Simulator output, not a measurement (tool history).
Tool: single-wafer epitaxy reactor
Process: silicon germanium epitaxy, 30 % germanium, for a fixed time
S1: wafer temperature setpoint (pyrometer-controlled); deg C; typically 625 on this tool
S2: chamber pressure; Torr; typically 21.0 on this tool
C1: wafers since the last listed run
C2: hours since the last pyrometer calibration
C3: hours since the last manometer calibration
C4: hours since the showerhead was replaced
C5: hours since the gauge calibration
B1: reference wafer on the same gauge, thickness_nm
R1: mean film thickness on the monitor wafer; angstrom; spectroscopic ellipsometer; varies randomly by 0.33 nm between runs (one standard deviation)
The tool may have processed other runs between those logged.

| run | hour | S1 | S2 | C1 | C2 | C3 | C4 | C5 | B1 | R1 |
|---|---|---|---|---|---|---|---|---|---|---|
| 1 | 0.0 | 625 | 21.0 | 0 | 540.9 | 1431.6 | 4049.8 | 1011.6 | 80.168 | 944.39 |
| 2 | 64.0 | 625 | 21.0 | 940 | 604.9 | 1495.6 | 4113.8 | 1075.6 | 80.240 | 946.37 |
| 3 | 122.1 | 615 | 23.8 | 854 | 663.0 | 1553.7 | 4171.9 | 1133.7 | 80.202 | 864.11 |
| 4 | 154.3 | 618 | 21.0 | 473 | 695.2 | 1585.9 | 4204.1 | 1165.9 | 80.234 | 854.55 |
| 5 | 203.0 | 618 | 21.0 | 715 | 743.9 | 1634.6 | 4252.8 | 1214.6 | 80.162 | 850.35 |
| 6 | 245.9 | 625 | 21.0 | 630 | 786.8 | 1677.5 | 4295.7 | 1257.5 | 80.109 | 946.30 |
| 7 | 312.1 | 625 | 21.0 | 973 | 853.0 | 1743.7 | 4361.9 | 1323.7 | 80.237 | 945.34 |
| 8 | 377.6 | 616 | 19.3 | 962 | 918.5 | 1809.2 | 4427.4 | 1389.2 | 80.244 | 793.00 |
| 9 | 430.9 | 635 | 21.0 | 783 | 971.8 | 1862.5 | 4480.7 | 1442.5 | 80.198 | 1104.20 |
| 10 | 484.7 | 625 | 17.5 | 790 | 1025.6 | 1916.3 | 4534.5 | 1496.3 | 80.116 | 866.01 |
| 11 | 533.3 | 625 | 17.5 | 714 | 1074.2 | 1964.9 | 4583.1 | 1544.9 | 80.185 | 865.25 |
| 12 | 575.4 | 625 | 22.7 | 618 | 1116.3 | 2007.0 | 4625.2 | 1587.0 | 80.103 | 994.21 |
| 13 | 634.4 | 620 | 18.7 | 867 | 1175.3 | 2066.0 | 4684.2 | 1646.0 | 80.220 | 830.90 |
| 14 | 705.0 | 620 | 18.7 | 1037 | 1245.9 | 2136.6 | 4754.8 | 1716.6 | 80.282 | 828.22 |
| 15 | 746.7 | 620 | 18.7 | 613 | 1287.6 | 2178.3 | 4796.5 | 1758.3 | 80.258 | 833.21 |
|  | 781.5 | gauge calibrated |
| 16 | 812.7 | 615 | 21.0 | 970 | 1353.6 | 2244.3 | 4862.5 | 31.2 | 80.251 | 813.48 |
| 17 | 852.4 | 632 | 18.7 | 583 | 1393.3 | 2284.0 | 4902.2 | 70.9 | 80.138 | 990.71 |
|  | 874.9 | capacitance manometer re-zeroed and calibrated |
| 18 | 883.3 | 636 | 16.2 | 336 | 1424.2 | 8.4 | 4933.1 | 101.8 | 80.153 | 945.77 |
| 19 | 947.0 | 637 | 16.0 | 936 | 1487.9 | 72.1 | 4996.8 | 165.5 | 80.060 | 956.67 |
| 20 | 983.4 | 625 | 21.0 | 535 | 1524.3 | 108.5 | 5033.2 | 201.9 | 80.215 | 923.52 |
|  | 991.5 | pyrometer calibrated |
| 21 | 1027.8 | 625 | 21.0 | 535 | 36.3 | 152.9 | 5077.6 | 246.3 | 80.211 | 924.04 |
| 22 | 1065.9 | 625 | 21.0 | 560 | 74.4 | 191.0 | 5115.7 | 284.4 | 80.137 | 933.20 |
|  | 1129.4 | showerhead replaced |
| 23 | 1131.7 | 630 | 23.6 | 849 | 140.2 | 256.8 | 2.3 | 350.2 | 80.145 | 1059.19 |

Forecast run 24:
| 24 | 1194.3 | 620 | 21.0 | 920 | 202.8 | 319.4 | 64.9 | 412.8 | ? | ? |

{"run 24": {"B1": 80.187, "R1": 858.48}}
Were there no unlogged condition in the tool, this run, its random variation unchanged, would have produced R1 846.30 angstrom.

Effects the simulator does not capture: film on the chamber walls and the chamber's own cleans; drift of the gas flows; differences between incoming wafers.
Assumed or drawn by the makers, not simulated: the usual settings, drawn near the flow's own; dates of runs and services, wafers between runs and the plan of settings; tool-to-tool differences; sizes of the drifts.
